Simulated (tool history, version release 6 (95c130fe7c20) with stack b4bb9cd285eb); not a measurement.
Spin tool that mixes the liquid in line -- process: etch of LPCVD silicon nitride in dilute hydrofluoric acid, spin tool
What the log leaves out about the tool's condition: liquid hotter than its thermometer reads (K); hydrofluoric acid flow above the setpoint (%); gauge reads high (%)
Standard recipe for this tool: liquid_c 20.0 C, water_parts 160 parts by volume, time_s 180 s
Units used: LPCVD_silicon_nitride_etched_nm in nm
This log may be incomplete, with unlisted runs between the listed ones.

run,hour,liquid_c,water_parts,time_s,wafers since the last listed run,hours since the thermometer was replaced,hours since the hydrofluoric acid flow meter was replaced,hours since the gauge calibration,"read-back film thickness of the LPCVD silicon nitride reference wafer, read on the same gauge (nm)",LPCVD_silicon_nitride_etched_nm
1,0.0,18.5,160,235,0,2170.3,1532.8,4.6,49.952,0.526
2,55.5,18.5,160,235,290,2225.8,1588.3,60.1,49.950,0.525
3,123.7,18.5,160,235,356,2294.0,1656.5,128.3,50.029,0.498
4,248.2,20.0,160,180,651,2418.5,1781.0,252.8,49.983,0.400
5,315.1,20.0,160,180,350,2485.4,1847.9,319.7,50.023,0.440
# hour 429.3: thermometer replaced
6,463.0,20.0,160,180,768,33.7,1995.8,467.6,49.971,0.462
7,516.6,20.0,160,180,280,87.3,2049.4,521.2,50.049,0.428
# hour 523.4: hydrofluoric acid flow meter replaced
8,555.9,17.0,195,125,200,126.6,32.5,560.5,50.023,0.193
9,597.0,18.5,160,235,215,167.7,73.6,601.6,50.017,0.529
# hour 627.5: gauge calibrated
10,659.8,20.0,85,105,328,230.5,136.4,32.3,50.065,0.473

Run 11 comes next. What will it give?
11,717.4,17.0,185,180,301,288.1,194.0,89.9,?,?

{"run 11": {"read-back film thickness of the LPCVD silicon nitride reference wafer, read on the same gauge (nm)": 50.03, "LPCVD_silicon_nitride_etched_nm": 0.297}}
The same run, on a tool lacking any hidden state, would have yielded LPCVD_silicon_nitride_etched_nm 0.297 nm.
